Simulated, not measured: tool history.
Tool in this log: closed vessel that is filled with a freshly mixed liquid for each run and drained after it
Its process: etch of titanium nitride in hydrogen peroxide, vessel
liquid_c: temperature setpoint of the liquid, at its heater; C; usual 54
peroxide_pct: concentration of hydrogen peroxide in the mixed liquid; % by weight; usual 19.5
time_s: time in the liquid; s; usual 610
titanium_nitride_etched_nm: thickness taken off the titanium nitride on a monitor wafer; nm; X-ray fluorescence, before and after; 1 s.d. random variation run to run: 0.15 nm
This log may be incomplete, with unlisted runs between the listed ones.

run	hour	liquid_c	peroxide_pct	time_s	wafers since the last listed run	hours since the thermometer was replaced	hours since the peroxide flow meter was replaced	hours since the drum of peroxide was connected	hours since the gauge calibration	read-back film thickness of the titanium nitride reference wafer, read on the same gauge (nm)	titanium_nitride_etched_nm
1	0	59	16.5	610	0	1052.4	1346.1	626.2	20.8	100.07	24.06
2	17.6	54	21.5	610	1597	1070	1363.7	643.8	38.4	100	18.12
3	59.4	54	19.5	610	3794	1111.8	1405.5	685.6	80.2	100.01	17.44
4	72.1	54	19.5	880	1152	1124.5	1418.2	698.3	92.9	99.95	25.96
5	80	54	19.5	880	717	1132.4	1426.1	706.2	100.8	100.01	25.25
6	92.5	54	19.5	880	1134	1144.9	1438.6	718.7	113.3	99.98	25.36
7	109.2	54	19.5	610	1515	1161.6	1455.3	735.4	130	100	17.37
8	121.6	54	19.5	610	1125	1174	1467.7	747.8	142.4	100.02	17.55
# hour 137.9: thermometer replaced
9	174.8	54	19.5	610	4738	36.9	1520.9	801	195.6	100	19.48
# hour 188.9: peroxide flow meter replaced
10	191	54	19.5	610	1379	53.1	2.1	817.2	211.8	99.97	19.46
11	205	54	19.5	610	1270	67.1	16.1	831.2	225.8	100.02	19.32
12	222.9	54	19.5	610	1624	85	34	849.1	243.7	99.98	19.36
13	230.1	54	25	945	653	92.2	41.2	856.3	250.9	100.03	31.32
14	236.4	54	19.5	610	571	98.5	47.5	862.6	257.2	100.01	19.33
15	247	47.5	19.5	610	962	109.1	58.1	873.2	267.8	100.05	11.9
# hour 258.3: new drum of peroxide connected
16	262.8	63.5	13.5	610	1343	124.9	73.9	4.5	283.6	100.03	34.4
# hour 287.3: gauge calibrated
17	298.9	54	19.5	610	3276	161	110	40.6	11.6	100.02	19.16
18	305.5	59.5	25	415	599	167.6	116.6	47.2	18.2	100.05	20.39
19	314	54	19.5	610	771	176.1	125.1	55.7	26.7	100	19.31
20	321	54	19.5	610	635	183.1	132.1	62.7	33.7	99.99	19.08
21	333.2	54	19.5	610	1107	195.3	144.3	74.9	45.9	99.99	19.17
22	347.1	61.5	15	315	1261	209.2	158.2	88.8	59.8	100.05	15.73
23	400.4	45.5	14	610	4838	262.5	211.5	142.1	113.1	99.98	9.51
24	414.6	62.5	14.5	745	1288	276.7	225.7	156.3	127.3	99.98	38.94
25	431.5	54	16	720	1534	293.6	242.6	173.2	144.2	99.95	21.5
26	438	62	19.5	735	590	300.1	249.1	179.7	150.7	99.99	39.57
27	444.7	54	19.5	900	608	306.8	255.8	186.4	157.4	100	27.6
28	452.3	54	19.5	610	689	314.4	263.4	194	165	100	18.72
29	468.1	59	16.5	610	1434	330.2	279.2	209.8	180.8	100.02	25.64
30	479	54	24	870	989	341.1	290.1	220.7	191.7	100.06	27.83

Alternative continuations, all from the tool just after run 30; predict every row:
A	479.8	54	19.5	830	72	341.9	290.9	221.5	192.5	?	?
B	479.8	44	19.5	760	72	341.9	290.9	221.5	192.5	?	?
C	479.8	47.5	16.5	480	72	341.9	290.9	221.5	192.5	?	?

run	read-back film thickness of the titanium nitride reference wafer, read on the same gauge (nm)	titanium_nitride_etched_nm
A	100.03	25.59
B	100.03	11.28
C	100.03	8.93
Without the tool's hidden state the same runs would have given:
run	titanium_nitride_etched_nm
A	27.19
B	12.03
C	9.51
